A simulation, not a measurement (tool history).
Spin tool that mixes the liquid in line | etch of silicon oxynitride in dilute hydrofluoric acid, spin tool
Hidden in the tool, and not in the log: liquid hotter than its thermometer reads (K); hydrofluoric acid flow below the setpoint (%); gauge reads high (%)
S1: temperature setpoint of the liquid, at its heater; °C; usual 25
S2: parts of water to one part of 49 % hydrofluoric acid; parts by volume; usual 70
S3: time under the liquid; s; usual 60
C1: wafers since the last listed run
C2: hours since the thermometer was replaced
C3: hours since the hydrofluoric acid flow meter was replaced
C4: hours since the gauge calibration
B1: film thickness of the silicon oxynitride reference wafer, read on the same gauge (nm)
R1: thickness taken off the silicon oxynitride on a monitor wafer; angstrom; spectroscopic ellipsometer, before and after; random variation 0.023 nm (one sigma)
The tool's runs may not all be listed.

run,hour,S1,S2,S3,C1,C2,C3,C4,B1,R1
1,0,22,70,60,0,1080.8,2056.9,937.6,69.971,35.79
2,91.9,22,70,60,711,1172.7,2148.8,1029.5,69.973,36.1
3,161.1,25,70,60,536,1241.9,2218,1098.7,70.008,41.23
4,210.9,25,70,60,385,1291.7,2267.8,1148.5,70.003,41.21
# hour 229.8: hydrofluoric acid flow meter replaced
5,287.5,25,70,60,585,1368.3,57.7,1225.1,70.012,41.54
6,329.1,25,70,60,322,1409.9,99.3,1266.7,69.97,41.84
7,409.6,25,70,60,623,1490.4,179.8,1347.2,69.988,41.19
8,467.9,25,70,60,451,1548.7,238.1,1405.5,70.013,41.58
9,750.7,25,70,60,2190,1831.5,520.9,1688.3,70.04,41.22
10,851.5,25,70,60,780,1932.3,621.7,1789.1,69.974,40.73
11,896.4,25,70,60,347,1977.2,666.6,1834,69.984,41.53
12,935.3,25,70,35,301,2016.1,705.5,1872.9,70.016,24.15
13,1011.3,25,70,35,588,2092.1,781.5,1948.9,69.989,23.9
14,1156.3,25,70,60,1123,2237.1,926.5,2093.9,70.018,40.89
15,1200.9,25,70,60,345,2281.7,971.1,2138.5,69.998,40.9
16,1249.8,28.5,70,60,378,2330.6,1020,2187.4,69.972,48.86
# hour 1267.8: thermometer replaced
17,1295.6,25,70,60,347,27.8,1065.8,2233.2,70.008,41.06
18,1346.5,25,70,60,394,78.7,1116.7,2284.1,69.992,41.18
19,1417.1,25,70,60,546,149.3,1187.3,2354.7,69.96,41.17
20,1466.1,26.5,100,60,379,198.3,1236.3,2403.7,70.013,30.13
21,1513.7,29,70,35,368,245.9,1283.9,2451.3,69.989,29
22,1605.8,21.5,70,45,713,338,1376,2543.4,69.98,26.16
# hour 1643.7: gauge calibrated
23,1874,25,70,60,2077,606.2,1644.2,230.3,69.967,41.76
24,1962.3,25,70,60,683,694.5,1732.5,318.6,69.991,41.09
# hour 1975.5: hydrofluoric acid flow meter replaced
25,2234.1,25,70,60,2097,966.3,258.6,590.4,69.989,40.99
26,2273.4,29,95,75,304,1005.6,297.9,629.7,69.991,44.42
27,2351.8,25,105,40,607,1084,376.3,708.1,69.984,18.01
28,2440.2,23,70,85,684,1172.4,464.7,796.5,70.037,53.62
29,2615.2,20.5,45,95,1355,1347.4,639.7,971.5,69.998,83.78
30,2667.8,29,55,60,407,1400,692.3,1024.1,70.03,64.3

The tool's hidden state at each run:
liquid hotter than its thermometer reads (K): 0 in every run
hydrofluoric acid flow below the setpoint (%): 0 in every run
gauge reads high (%): 0 in every run

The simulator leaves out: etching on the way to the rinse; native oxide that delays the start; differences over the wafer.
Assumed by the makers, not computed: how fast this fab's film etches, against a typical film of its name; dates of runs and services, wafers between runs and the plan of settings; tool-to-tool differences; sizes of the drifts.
